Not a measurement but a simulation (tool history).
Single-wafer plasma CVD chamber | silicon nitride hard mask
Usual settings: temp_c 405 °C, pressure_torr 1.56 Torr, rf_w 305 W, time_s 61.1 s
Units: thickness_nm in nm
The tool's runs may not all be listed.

| run | hour | temp_c | pressure_torr | rf_w | time_s | wafers since the last listed run | hours since the last thermocouple change | hours since the last RF generator calibration | hours since the last manometer calibration | hours since the showerhead was replaced | hours since the gauge calibration | read-back reference wafer on the same gauge, thickness_nm | thickness_nm |
|---|---|---|---|---|---|---|---|---|---|---|---|---|---|
| 1 | 0.0 | 405 | 1.56 | 305 | 61.1 | 0 | 777.5 | 1174.5 | 1086.8 | 2400.2 | 552.4 | 55.765 | 68.335 |
| 2 | 70.6 | 399 | 1.56 | 305 | 61.1 | 1873 | 848.1 | 1245.1 | 1157.4 | 2470.8 | 623.0 | 55.775 | 68.015 |
| 3 | 116.6 | 399 | 1.56 | 305 | 61.1 | 1220 | 894.1 | 1291.1 | 1203.4 | 2516.8 | 669.0 | 55.820 | 67.359 |
|  | 202.6 | capacitance manometer re-zeroed and calibrated |
| 4 | 209.2 | 405 | 1.56 | 305 | 61.1 | 2244 | 986.7 | 1383.7 | 6.6 | 2609.4 | 761.6 | 55.796 | 66.783 |
| 5 | 298.7 | 405 | 1.56 | 305 | 61.1 | 2374 | 1076.2 | 1473.2 | 96.1 | 2698.9 | 851.1 | 55.820 | 67.325 |
| 6 | 394.8 | 405 | 1.56 | 305 | 61.1 | 2550 | 1172.3 | 1569.3 | 192.2 | 2795.0 | 947.2 | 55.805 | 67.091 |
| 7 | 431.4 | 405 | 1.56 | 305 | 61.1 | 971 | 1208.9 | 1605.9 | 228.8 | 2831.6 | 983.8 | 55.654 | 67.038 |
| 8 | 474.8 | 405 | 1.30 | 305 | 61.1 | 1151 | 1252.3 | 1649.3 | 272.2 | 2875.0 | 1027.2 | 55.896 | 62.720 |
|  | 499.9 | RF generator calibrated |
| 9 | 525.3 | 405 | 1.30 | 305 | 61.1 | 1127 | 1302.8 | 25.4 | 322.7 | 2925.5 | 1077.7 | 55.922 | 65.793 |
|  | 537.7 | thermocouple changed; heater temperature recalibrated |
| 10 | 596.6 | 405 | 1.30 | 305 | 61.1 | 1679 | 58.9 | 96.7 | 394.0 | 2996.8 | 1149.0 | 55.837 | 65.557 |
| 11 | 662.4 | 405 | 1.56 | 305 | 61.1 | 1746 | 124.7 | 162.5 | 459.8 | 3062.6 | 1214.8 | 55.833 | 69.273 |
| 12 | 739.4 | 405 | 1.56 | 305 | 61.1 | 2043 | 201.7 | 239.5 | 536.8 | 3139.6 | 1291.8 | 55.711 | 69.317 |
| 13 | 796.7 | 390 | 1.56 | 355 | 61.1 | 1520 | 259.0 | 296.8 | 594.1 | 3196.9 | 1349.1 | 55.674 | 74.012 |
| 14 | 840.5 | 405 | 1.56 | 305 | 61.1 | 1162 | 302.8 | 340.6 | 637.9 | 3240.7 | 1392.9 | 55.878 | 68.426 |
|  | 922.1 | showerhead replaced |
| 15 | 944.2 | 417 | 1.56 | 305 | 68.5 | 2539 | 406.5 | 444.3 | 741.6 | 22.1 | 1496.6 | 55.770 | 76.850 |
|  | 982.5 | gauge calibrated |
| 16 | 1035.4 | 397 | 1.56 | 305 | 55.4 | 2420 | 497.7 | 535.5 | 832.8 | 113.3 | 52.9 | 55.785 | 62.168 |
| 17 | 1104.4 | 405 | 1.56 | 280 | 61.1 | 1830 | 566.7 | 604.5 | 901.8 | 182.3 | 121.9 | 55.829 | 65.700 |
| 18 | 1190.7 | 405 | 1.56 | 335 | 61.1 | 2290 | 653.0 | 690.8 | 988.1 | 268.6 | 208.2 | 55.863 | 71.699 |
| 19 | 1270.6 | 400 | 1.34 | 355 | 57.8 | 2120 | 732.9 | 770.7 | 1068.0 | 348.5 | 288.1 | 55.859 | 67.335 |
| 20 | 1369.6 | 405 | 1.56 | 335 | 61.1 | 2627 | 831.9 | 869.7 | 1167.0 | 447.5 | 387.1 | 55.990 | 71.939 |
|  | 1406.0 | capacitance manometer re-zeroed and calibrated |
| 21 | 1416.6 | 405 | 1.83 | 330 | 57.8 | 1034 | 878.9 | 916.7 | 10.6 | 494.5 | 434.1 | 55.726 | 69.973 |
| 22 | 1493.4 | 405 | 1.66 | 305 | 61.1 | 2037 | 955.7 | 993.5 | 87.4 | 571.3 | 510.9 | 55.842 | 69.646 |
| 23 | 1568.9 | 405 | 1.89 | 305 | 57.2 | 2003 | 1031.2 | 1069.0 | 162.9 | 646.8 | 586.4 | 55.902 | 66.557 |
| 24 | 1630.3 | 400 | 1.34 | 355 | 57.8 | 1629 | 1092.6 | 1130.4 | 224.3 | 708.2 | 647.8 | 55.872 | 66.317 |
|  | 1654.6 | thermocouple changed; heater temperature recalibrated |
| 25 | 1732.5 | 405 | 1.56 | 305 | 61.1 | 2499 | 77.9 | 1232.6 | 326.5 | 810.4 | 750.0 | 55.733 | 67.584 |
| 26 | 1885.9 | 405 | 1.56 | 260 | 61.1 | 4070 | 231.3 | 1386.0 | 479.9 | 963.8 | 903.4 | 55.711 | 61.988 |
|  | 1898.4 | RF generator calibrated |
| 27 | 1991.7 | 417 | 1.56 | 305 | 68.5 | 2595 | 337.1 | 93.3 | 585.7 | 1069.6 | 1009.2 | 55.829 | 76.611 |
| 28 | 2075.7 | 395 | 1.56 | 305 | 49.5 | 2228 | 421.1 | 177.3 | 669.7 | 1153.6 | 1093.2 | 55.896 | 55.758 |
| 29 | 2161.6 | 415 | 1.56 | 305 | 61.1 | 2279 | 507.0 | 263.2 | 755.6 | 1239.5 | 1179.1 | 55.796 | 68.576 |

Forecast each of these 3 alternatives for the next run:
| A | 2162.0 | 405 | 1.75 | 305 | 61.1 | 10 | 507.4 | 263.6 | 756.0 | 1239.9 | 1179.5 | ? | ? |
| B | 2162.0 | 399 | 1.79 | 305 | 67.6 | 10 | 507.4 | 263.6 | 756.0 | 1239.9 | 1179.5 | ? | ? |
| C | 2162.0 | 405 | 1.56 | 255 | 53.8 | 10 | 507.4 | 263.6 | 756.0 | 1239.9 | 1179.5 | ? | ? |

| run | read-back reference wafer on the same gauge, thickness_nm | thickness_nm |
|---|---|---|
| A | 55.684 | 70.733 |
| B | 55.684 | 78.889 |
| C | 55.684 | 55.540 |
Without the tool's hidden state the same runs would have given:
| run | thickness_nm |
|---|---|
| A | 71.055 |
| B | 79.247 |
| C | 55.810 |

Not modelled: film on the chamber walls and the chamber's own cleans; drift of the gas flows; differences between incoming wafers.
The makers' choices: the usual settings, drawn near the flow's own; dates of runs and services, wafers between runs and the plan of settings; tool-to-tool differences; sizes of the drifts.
